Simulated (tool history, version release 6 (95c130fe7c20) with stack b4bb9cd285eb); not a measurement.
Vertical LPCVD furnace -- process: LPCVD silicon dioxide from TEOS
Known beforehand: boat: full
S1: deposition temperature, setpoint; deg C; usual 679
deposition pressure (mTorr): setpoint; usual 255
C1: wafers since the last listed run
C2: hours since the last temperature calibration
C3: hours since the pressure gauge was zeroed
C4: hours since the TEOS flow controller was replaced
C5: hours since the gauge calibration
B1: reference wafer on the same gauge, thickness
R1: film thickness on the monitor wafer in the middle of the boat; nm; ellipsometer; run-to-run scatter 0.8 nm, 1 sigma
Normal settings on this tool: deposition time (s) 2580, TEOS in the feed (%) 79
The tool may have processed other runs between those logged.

run 1 day=0 | S1=679 deposition_pressure_(mTorr)=205 deposition_time_(s)=2580 TEOS_in_the_feed_(%)=79 | C1=0 C2=1391.6 C3=1482 C4=4894.2 C5=477.8 | B1=186.13 | R1=157.44
run 2 day=2.917 | S1=679 deposition_pressure_(mTorr)=205 deposition_time_(s)=2580 TEOS_in_the_feed_(%)=79 | C1=784 C2=1461.6 C3=1552 C4=4964.2 C5=547.8 | B1=185.82 | R1=157.65
run 3 day=5.258 | S1=679 deposition_pressure_(mTorr)=205 deposition_time_(s)=2580 TEOS_in_the_feed_(%)=79 | C1=629 C2=1517.8 C3=1608.2 C4=5020.4 C5=604 | B1=185.8 | R1=156.46
run 4 day=6.396 | S1=679 deposition_pressure_(mTorr)=255 deposition_time_(s)=2580 TEOS_in_the_feed_(%)=79 | C1=305 C2=1545.1 C3=1635.5 C4=5047.7 C5=631.3 | B1=185.97 | R1=175.28
run 5 day=12.042 | S1=679 deposition_pressure_(mTorr)=255 deposition_time_(s)=2580 TEOS_in_the_feed_(%)=79 | C1=1518 C2=1680.6 C3=1771 C4=5183.2 C5=766.8 | B1=186.23 | R1=176.56
-- day=13.717 TEOS flow controller replaced
run 6 day=14.283 | S1=679 deposition_pressure_(mTorr)=220 deposition_time_(s)=2580 TEOS_in_the_feed_(%)=82 | C1=333 C2=1734.4 C3=1824.8 C4=13.6 C5=820.6 | B1=185.98 | R1=166.21
-- day=15.879 thermocouples replaced and temperature profile calibrated
run 7 day=17.212 | S1=683 deposition_pressure_(mTorr)=255 deposition_time_(s)=2580 TEOS_in_the_feed_(%)=79 | C1=518 C2=32 C3=1895.1 C4=83.9 C5=890.9 | B1=186.16 | R1=194.12
run 8 day=18.25 | S1=683 deposition_pressure_(mTorr)=255 deposition_time_(s)=2580 TEOS_in_the_feed_(%)=79 | C1=278 C2=56.9 C3=1920 C4=108.8 C5=915.8 | B1=186.01 | R1=193.18
-- day=19.733 pressure gauge zeroed
run 9 day=19.754 | S1=679 deposition_pressure_(mTorr)=255 deposition_time_(s)=2580 TEOS_in_the_feed_(%)=79 | C1=135 C2=93 C3=0.5 C4=144.9 C5=951.9 | B1=186.08 | R1=175.43
-- day=22.296 gauge calibrated
run 10 day=24.925 | S1=679 deposition_pressure_(mTorr)=255 deposition_time_(s)=2580 TEOS_in_the_feed_(%)=79 | C1=1390 C2=217.1 C3=124.6 C4=269 C5=63.1 | B1=186.1 | R1=175.9
run 11 day=26.262 | S1=679 deposition_pressure_(mTorr)=255 deposition_time_(s)=2580 TEOS_in_the_feed_(%)=79 | C1=359 C2=249.2 C3=156.7 C4=301.1 C5=95.2 | B1=186.07 | R1=177.14
run 12 day=27.667 | S1=679 deposition_pressure_(mTorr)=255 deposition_time_(s)=2880 TEOS_in_the_feed_(%)=79 | C1=377 C2=282.9 C3=190.4 C4=334.8 C5=128.9 | B1=185.81 | R1=195.89
run 13 day=29.346 | S1=675 deposition_pressure_(mTorr)=255 deposition_time_(s)=2190 TEOS_in_the_feed_(%)=65 | C1=451 C2=323.2 C3=230.7 C4=375.1 C5=169.2 | B1=185.98 | R1=122.1
run 14 day=30.471 | S1=668 deposition_pressure_(mTorr)=205 deposition_time_(s)=2580 TEOS_in_the_feed_(%)=79 | C1=302 C2=350.2 C3=257.7 C4=402.1 C5=196.2 | B1=185.89 | R1=120.57
run 15 day=32.838 | S1=689 deposition_pressure_(mTorr)=255 deposition_time_(s)=2580 TEOS_in_the_feed_(%)=79 | C1=636 C2=407 C3=314.5 C4=458.9 C5=253 | B1=186.06 | R1=222.3
run 16 day=34.15 | S1=679 deposition_pressure_(mTorr)=235 deposition_time_(s)=1890 TEOS_in_the_feed_(%)=93 | C1=352 C2=438.5 C3=346 C4=490.4 C5=284.5 | B1=186.18 | R1=133.7
run 17 day=35.742 | S1=679 deposition_pressure_(mTorr)=255 deposition_time_(s)=2580 TEOS_in_the_feed_(%)=79 | C1=427 C2=476.7 C3=384.2 C4=528.6 C5=322.7 | B1=185.96 | R1=177.61
run 18 day=38.138 | S1=672 deposition_pressure_(mTorr)=255 deposition_time_(s)=2580 TEOS_in_the_feed_(%)=74 | C1=644 C2=534.2 C3=441.7 C4=586.1 C5=380.2 | B1=186.16 | R1=144.16

The next listed run, before its measurement:
run 19 day=39.425 | S1=679 deposition_pressure_(mTorr)=255 deposition_time_(s)=2580 TEOS_in_the_feed_(%)=66 | C1=346 C2=565.1 C3=472.6 C4=617 C5=411.1 | B1=? | R1=?

Run 19 gave B1 185.83, R1 160.32 nm.
On a tool with no hidden condition, and with the same random variation, this run would have come out at R1 160.32 nm.
